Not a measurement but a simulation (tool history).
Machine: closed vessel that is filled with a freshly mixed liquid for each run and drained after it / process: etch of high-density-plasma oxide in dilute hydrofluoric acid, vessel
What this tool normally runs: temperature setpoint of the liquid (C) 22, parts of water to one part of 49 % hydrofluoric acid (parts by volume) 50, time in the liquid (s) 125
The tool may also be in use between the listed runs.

run	day	temperature setpoint of the liquid (C)	parts of water to one part of 49 % hydrofluoric acid (parts by volume)	time in the liquid (s)	read-back film thickness of the high-density-plasma oxide reference wafer, read on the same gauge (nm)	thickness taken off the high-density-plasma oxide on a monitor wafer (nm)
1	0	24.5	50	125	150.03	14.48
2	1.096	24.5	50	125	149.98	14.41
3	9.338	22	50	125	149.98	13.05
4	11.738	22	50	125	150.01	12.84
5	14.525	22	50	125	149.99	13.02
6	17.292	22	50	125	149.99	12.85
7	18.371	22	50	125	150.01	13.22
8	19.583	22	50	125	150	13.13
9	20.838	22	30	125	150.01	22.32
10	23.446	22	50	125	150	13
11	26.154	22	50	125	149.98	13.14
12	27.3	22	50	125	150	13.32
13	29.65	22	50	125	149.97	13.17
14	30.708	20	25	85	149.98	16.77
15	31.821	24	35	60	149.99	9.89
16	33.046	26.5	50	125	149.99	15.74
17	34.929	22	50	125	149.97	13.31
18	36.329	22	35	125	150.03	19.07
19	38.579	25	40	70	150	10.58
20	39.579	27	50	125	149.98	16.31
21	41.662	22	50	125	149.97	12.86
22	43.05	25	70	90	150.02	7.46
23	44.5	23.5	35	125	150.02	20.32
24	46.317	25.5	50	125	150	15.2
25	48.092	17.5	60	170	149.98	12.1
26	50.342	22	50	125	150.02	12.88
27	52.738	22	50	125	150.05	13.12
28	53.762	22	35	155	150	23.29
29	54.833	22	50	165	150.01	17.25
30	57.404	24	65	85	150.04	7.31
31	58.708	24	50	50	150.04	5.64
32	60.146	23.5	75	70	150	5.01
33	61.788	19	25	155	150	29.14

Put back what was entered between runs (3 entries, withheld): which listed runs does each sit between, and how does the hidden state differ from the listed run before to the listed run after?
From run 9 to run 10: hydrofluoric acid flow meter replaced (day 21.192)
  no hidden state differs between the two runs
From run 14 to run 15: thermometer replaced (day 30.779)
  no hidden state differs between the two runs
From run 18 to run 19: gauge calibrated (day 38.204)
  no hidden state differs between the two runs
